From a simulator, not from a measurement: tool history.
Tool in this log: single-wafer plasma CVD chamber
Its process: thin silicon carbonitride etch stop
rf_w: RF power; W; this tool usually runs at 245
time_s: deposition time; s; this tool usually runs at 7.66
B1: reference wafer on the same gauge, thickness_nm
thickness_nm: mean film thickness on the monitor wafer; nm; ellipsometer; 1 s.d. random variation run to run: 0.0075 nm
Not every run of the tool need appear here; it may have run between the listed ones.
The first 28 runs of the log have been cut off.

run 29 hour=2200.3 | rf_w=245 time_s=7.66 | B1=4.848 | thickness_nm=4.94
run 30 hour=2265.3 | rf_w=280 time_s=7.66 | B1=4.852 | thickness_nm=5.241
run 31 hour=2328.1 | rf_w=265 time_s=6.7 | B1=4.85 | thickness_nm=4.452
run 32 hour=2375.7 | rf_w=275 time_s=6.43 | B1=4.852 | thickness_nm=4.352
-- hour=2407.1 thermocouple changed; heater temperature recalibrated
run 33 hour=2462.9 | rf_w=270 time_s=7.66 | B1=4.848 | thickness_nm=5.14
run 34 hour=2567 | rf_w=200 time_s=7.14 | B1=4.849 | thickness_nm=4.169
-- hour=2663.9 RF generator calibrated
run 35 hour=2664.4 | rf_w=195 time_s=6.84 | B1=4.851 | thickness_nm=4.014
run 36 hour=2700.2 | rf_w=260 time_s=8.16 | B1=4.848 | thickness_nm=5.485

Consider 3 possible next runs. They are alternatives, not a sequence: every one starts from the tool as it was left by run 36. What does each give?
run A hour=2700.6 | rf_w=245 time_s=7.66 | B1=? | thickness_nm=?
run B hour=2700.6 | rf_w=200 time_s=6.75 | B1=? | thickness_nm=?
run C hour=2700.6 | rf_w=270 time_s=6.91 | B1=? | thickness_nm=?

run=A B1=4.851 thickness_nm=5.009
run=B B1=4.851 thickness_nm=3.999
run=C B1=4.851 thickness_nm=4.719
What these runs would have given with no unlogged condition in the tool:
run=A thickness_nm=5.027
run=B thickness_nm=4.013
run=C thickness_nm=4.736
